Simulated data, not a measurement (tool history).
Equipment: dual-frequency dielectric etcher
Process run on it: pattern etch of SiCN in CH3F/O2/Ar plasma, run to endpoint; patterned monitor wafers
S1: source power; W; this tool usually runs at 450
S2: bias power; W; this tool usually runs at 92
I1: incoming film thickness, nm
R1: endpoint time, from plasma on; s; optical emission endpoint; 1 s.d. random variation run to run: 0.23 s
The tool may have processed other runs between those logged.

{"run": 1, "hour": 0.0, "S1": 450, "S2": 92, "I1": 12.23, "R1": 30.1}
{"run": 2, "hour": 64.5, "S1": 450, "S2": 92, "I1": 12.26, "R1": 30.1}
{"run": 3, "hour": 134.8, "S1": 450, "S2": 92, "I1": 12.15, "R1": 30.1}
{"run": 4, "hour": 201.0, "S1": 450, "S2": 92, "I1": 12.27, "R1": 30.3}
{"run": 5, "hour": 259.1, "S1": 450, "S2": 92, "I1": 12.2, "R1": 30.7}
{"hour": 341.2, "done": "wet clean of the chamber"}
{"run": 6, "hour": 384.9, "S1": 450, "S2": 92, "I1": 12.23, "R1": 29.6}
{"run": 7, "hour": 429.8, "S1": 380, "S2": 101, "I1": 12.27, "R1": 29.4}
{"hour": 455.7, "done": "upper electrode replaced"}
{"run": 8, "hour": 499.7, "S1": 450, "S2": 92, "I1": 12.1, "R1": 29.7}
{"run": 9, "hour": 550.3, "S1": 480, "S2": 108, "I1": 12.21, "R1": 27.4}
{"run": 10, "hour": 588.3, "S1": 560, "S2": 92, "I1": 12.13, "R1": 28.2}
{"run": 11, "hour": 657.1, "S1": 550, "S2": 82, "I1": 12.19, "R1": 29.8}
{"run": 12, "hour": 694.9, "S1": 500, "S2": 111, "I1": 12.2, "R1": 27}
{"hour": 698.9, "done": "source power generator calibrated"}
{"hour": 705.1, "done": "bias power generator calibrated"}
{"run": 13, "hour": 770.7, "S1": 450, "S2": 92, "I1": 12.22, "R1": 30.2}
{"run": 14, "hour": 969.5, "S1": 450, "S2": 77, "I1": 12.12, "R1": 33.1}

Predict each of these 5 candidate next runs independently; none follows another, all start after run 14:
{"run": "A", "hour": 969.9, "S1": 450, "S2": 92, "I1": 12.15, "R1": "?"}
{"run": "B", "hour": 969.9, "S1": 530, "S2": 111, "I1": 12.15, "R1": "?"}
{"run": "C", "hour": 969.9, "S1": 380, "S2": 92, "I1": 12.15, "R1": "?"}
{"run": "D", "hour": 969.9, "S1": 450, "S2": 98, "I1": 12.15, "R1": "?"}
{"run": "E", "hour": 969.9, "S1": 510, "S2": 92, "I1": 12.15, "R1": "?"}

run=A R1=30.5
run=B R1=26.9
run=C R1=31.9
run=D R1=29.7
run=E R1=29.5
Take away the tool's hidden state, keep each run's random variation, and the runs would have read:
run=A R1=29
run=B R1=25.5
run=C R1=30.3
run=D R1=28.2
run=E R1=28

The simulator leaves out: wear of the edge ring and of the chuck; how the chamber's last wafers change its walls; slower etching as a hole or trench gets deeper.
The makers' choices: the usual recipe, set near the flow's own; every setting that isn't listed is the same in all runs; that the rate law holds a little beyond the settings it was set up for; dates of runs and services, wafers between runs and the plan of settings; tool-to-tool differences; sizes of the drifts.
